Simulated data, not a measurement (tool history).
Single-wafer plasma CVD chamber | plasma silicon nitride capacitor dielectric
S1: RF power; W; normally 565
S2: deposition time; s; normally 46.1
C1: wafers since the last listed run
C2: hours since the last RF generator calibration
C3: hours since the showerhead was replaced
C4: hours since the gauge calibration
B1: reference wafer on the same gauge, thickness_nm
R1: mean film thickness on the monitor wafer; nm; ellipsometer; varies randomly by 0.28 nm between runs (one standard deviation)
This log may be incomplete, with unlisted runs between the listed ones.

| run | hour | S1 | S2 | C1 | C2 | C3 | C4 | B1 | R1 |
|---|---|---|---|---|---|---|---|---|---|
| 1 | 0 | 495 | 46.1 | 0 | 159.1 | 5176.9 | 1297.4 | 78.337 | 68.956 |
| 2 | 68.9 | 565 | 46.1 | 1466 | 228 | 5245.8 | 1366.3 | 78.3 | 72.083 |
| 3 | 134.3 | 565 | 46.1 | 1392 | 293.4 | 5311.2 | 1431.7 | 78.274 | 71.936 |
| 4 | 202.8 | 565 | 46.1 | 1458 | 361.9 | 5379.7 | 1500.2 | 78.234 | 72.239 |
| 5 | 260.6 | 565 | 46.1 | 1230 | 419.7 | 5437.5 | 1558 | 78.297 | 72.471 |
| 6 | 326 | 565 | 41.3 | 1392 | 485.1 | 5502.9 | 1623.4 | 78.302 | 64.322 |
| 7 | 465.7 | 565 | 41.3 | 2973 | 624.8 | 5642.6 | 1763.1 | 78.279 | 64.467 |
| 8 | 530 | 565 | 46.1 | 1368 | 689.1 | 5706.9 | 1827.4 | 78.369 | 71.963 |
| 9 | 580.8 | 565 | 46.1 | 1081 | 739.9 | 5757.7 | 1878.2 | 78.318 | 71.847 |
| 10 | 622.6 | 515 | 46.1 | 889 | 781.7 | 5799.5 | 1920 | 78.259 | 70.036 |
| 11 | 667 | 565 | 52.1 | 945 | 826.1 | 5843.9 | 1964.4 | 78.335 | 82.094 |
| 12 | 709.5 | 565 | 52.1 | 904 | 868.6 | 5886.4 | 2006.9 | 78.258 | 81.198 |
| 13 | 763.6 | 565 | 52.1 | 1151 | 922.7 | 5940.5 | 2061 | 78.264 | 81.635 |
| 14 | 803.5 | 565 | 46.1 | 849 | 962.6 | 5980.4 | 2100.9 | 78.259 | 72.39 |
| 15 | 865.8 | 565 | 46.1 | 1326 | 1024.9 | 6042.7 | 2163.2 | 78.294 | 72.301 |
| 16 | 917.7 | 565 | 46.1 | 1104 | 1076.8 | 6094.6 | 2215.1 | 78.29 | 71.986 |
|  | 943.5 | showerhead replaced |
| 17 | 979.7 | 630 | 46.1 | 1149 | 1138.8 | 36.2 | 2277.1 | 78.29 | 75.537 |
| 18 | 1007.4 | 565 | 46.1 | 589 | 1166.5 | 63.9 | 2304.8 | 78.228 | 71.94 |
| 19 | 1079.3 | 565 | 46.1 | 1530 | 1238.4 | 135.8 | 2376.7 | 78.306 | 72.672 |
| 20 | 1222.3 | 565 | 46.1 | 3043 | 1381.4 | 278.8 | 2519.7 | 78.247 | 72.525 |
| 21 | 1283.4 | 565 | 46.1 | 1300 | 1442.5 | 339.9 | 2580.8 | 78.266 | 72.29 |
| 22 | 1354.1 | 485 | 40.7 | 1504 | 1513.2 | 410.6 | 2651.5 | 78.366 | 60.969 |
| 23 | 1415.2 | 600 | 46.1 | 1300 | 1574.3 | 471.7 | 2712.6 | 78.418 | 73.957 |
| 24 | 1474.8 | 535 | 50 | 1268 | 1633.9 | 531.3 | 2772.2 | 78.266 | 76.554 |
|  | 1544.1 | RF generator calibrated |
| 25 | 1544.6 | 565 | 42.4 | 1315 | 0.5 | 601.1 | 2842 | 78.335 | 66.703 |
| 26 | 1591.3 | 605 | 42 | 994 | 47.2 | 647.8 | 2888.7 | 78.288 | 67.05 |
| 27 | 1619.3 | 530 | 42 | 595 | 75.2 | 675.8 | 2916.7 | 78.31 | 64.591 |
| 28 | 1668.4 | 525 | 49.7 | 1045 | 124.3 | 724.9 | 2965.8 | 78.311 | 76.137 |
| 29 | 1725.5 | 470 | 40.6 | 1215 | 181.4 | 782 | 3022.9 | 78.236 | 59.84 |
| 30 | 1764.2 | 475 | 37.7 | 823 | 220.1 | 820.7 | 3061.6 | 78.215 | 55.998 |
| 31 | 1794.7 | 490 | 37 | 649 | 250.6 | 851.2 | 3092.1 | 78.252 | 55.285 |
| 32 | 1861 | 565 | 46.1 | 1411 | 316.9 | 917.5 | 3158.4 | 78.207 | 72.386 |
| 33 | 1931.8 | 565 | 46.1 | 1507 | 387.7 | 988.3 | 3229.2 | 78.35 | 72.303 |
| 34 | 1984.1 | 565 | 46.1 | 1113 | 440 | 1040.6 | 3281.5 | 78.316 | 72.114 |
|  | 1994.9 | gauge calibrated |
| 35 | 2053.8 | 665 | 54.1 | 1483 | 509.7 | 1110.3 | 58.9 | 78.349 | 89.181 |
| 36 | 2084 | 530 | 40.2 | 642 | 539.9 | 1140.5 | 89.1 | 78.283 | 61.83 |
| 37 | 2173.8 | 460 | 37 | 1911 | 629.7 | 1230.3 | 178.9 | 78.324 | 54.01 |
| 38 | 2214.1 | 565 | 46.1 | 857 | 670 | 1270.6 | 219.2 | 78.296 | 72.155 |
| 39 | 2246.5 | 675 | 46.1 | 689 | 702.4 | 1303 | 251.6 | 78.394 | 76.24 |
| 40 | 2318 | 565 | 46.1 | 1521 | 773.9 | 1374.5 | 323.1 | 78.347 | 71.938 |
| 41 | 2352.1 | 660 | 38 | 725 | 808 | 1408.6 | 357.2 | 78.307 | 62.339 |
| 42 | 2401.7 | 565 | 50.1 | 1055 | 857.6 | 1458.2 | 406.8 | 78.248 | 78.478 |
| 43 | 2439.5 | 535 | 50 | 804 | 895.4 | 1496 | 444.6 | 78.375 | 76.73 |
| 44 | 2475.1 | 470 | 52.1 | 757 | 931 | 1531.6 | 480.2 | 78.318 | 76.781 |
| 45 | 2528.9 | 475 | 37.7 | 1145 | 984.8 | 1585.4 | 534 | 78.332 | 55.347 |

State the hidden condition of the tool at each of the runs:
delivered RF power above the setpoint (%): 0 at every run
gauge reads high (%): 0 at every run
